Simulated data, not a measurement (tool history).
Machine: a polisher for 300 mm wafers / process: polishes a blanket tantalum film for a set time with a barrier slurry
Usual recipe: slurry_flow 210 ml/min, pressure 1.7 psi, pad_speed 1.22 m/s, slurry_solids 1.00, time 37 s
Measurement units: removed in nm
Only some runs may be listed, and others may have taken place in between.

run,day,slurry_flow,pressure,pad_speed,slurry_solids,time,"incoming thickness of the incoming film, nm",removed
1,0.000,210,1.7,1.22,1.00,37,179.1,73.5
2,0.788,210,1.7,1.22,1.00,37,179.6,76.7
3,1.512,210,1.7,1.22,1.00,37,181.3,75.1
4,2.846,255,1.7,1.22,1.00,37,180.1,76.1
5,3.442,255,1.7,1.22,1.00,37,178.3,76.2
6,4.354,210,1.9,1.22,1.00,37,182.6,80.7
7,5.050,210,1.7,1.22,1.00,41,178.8,81.4
8,5.875,210,1.7,1.22,1.00,37,180.6,73.3
9,7.100,210,1.5,0.92,1.30,37,176.7,56.1
10,7.817,210,1.4,1.60,0.80,29,182.4,52.7
11,8.708,245,1.3,0.90,1.25,37,183.2,49.4
12,12.783,175,1.7,1.22,1.00,37,181.7,73.0
13,14.046,230,2.1,1.32,1.00,50,180.4,128.2
14,14.962,210,1.7,1.22,1.00,37,182.3,73.3
15,16.221,140,1.7,1.10,0.85,37,179.4,61.9
16,17.383,210,1.7,1.22,1.00,37,177.2,75.6

Between the runs listed above, the log contained 7 entries, not reproduced here. Where in the sequence does each belong, and how does what the log doesn't record of the tool's condition differ from the listed run before to the listed run after?
After run 1, before run 2: worn pad replaced by a new one (day 0.025)
  removal rate lost through wear of the pad, %: 5.06 -> 0.78
  difference, measured minus the result without the unlogged condition, removed: -3.9 -> -0.6 nm
After run 8, before run 9: worn pad replaced by a new one (day 6.096)
  removal rate lost through wear of the pad, %: 4.52 -> 9.03
  difference, measured minus the result without the unlogged condition, removed: -3.5 -> -5.6 nm
After run 10, before run 11: slurry nozzle cleaned (day 8.388)
  removal rate lost through wear of the pad, %: 9.55 -> 10.2
  difference, measured minus the result without the unlogged condition, removed: -5.6 -> -5.7 nm
After run 11, before run 12: head pressure recalibrated (day 9.488); worn pad replaced by a new one, repeated, since the last time left the tool worse (day 10.417); slurry blender recalibrated (day 12.592)
  removal rate lost through wear of the pad, %: 10.2 -> 2.22
  difference, measured minus the result without the unlogged condition, removed: -5.7 -> -1.7 nm
After run 14, before run 15: worn pad replaced by a new one (day 15.971)
  removal rate lost through wear of the pad, %: 3.82 -> 0.634
  difference, measured minus the result without the unlogged condition, removed: -2.9 -> -0.4 nm
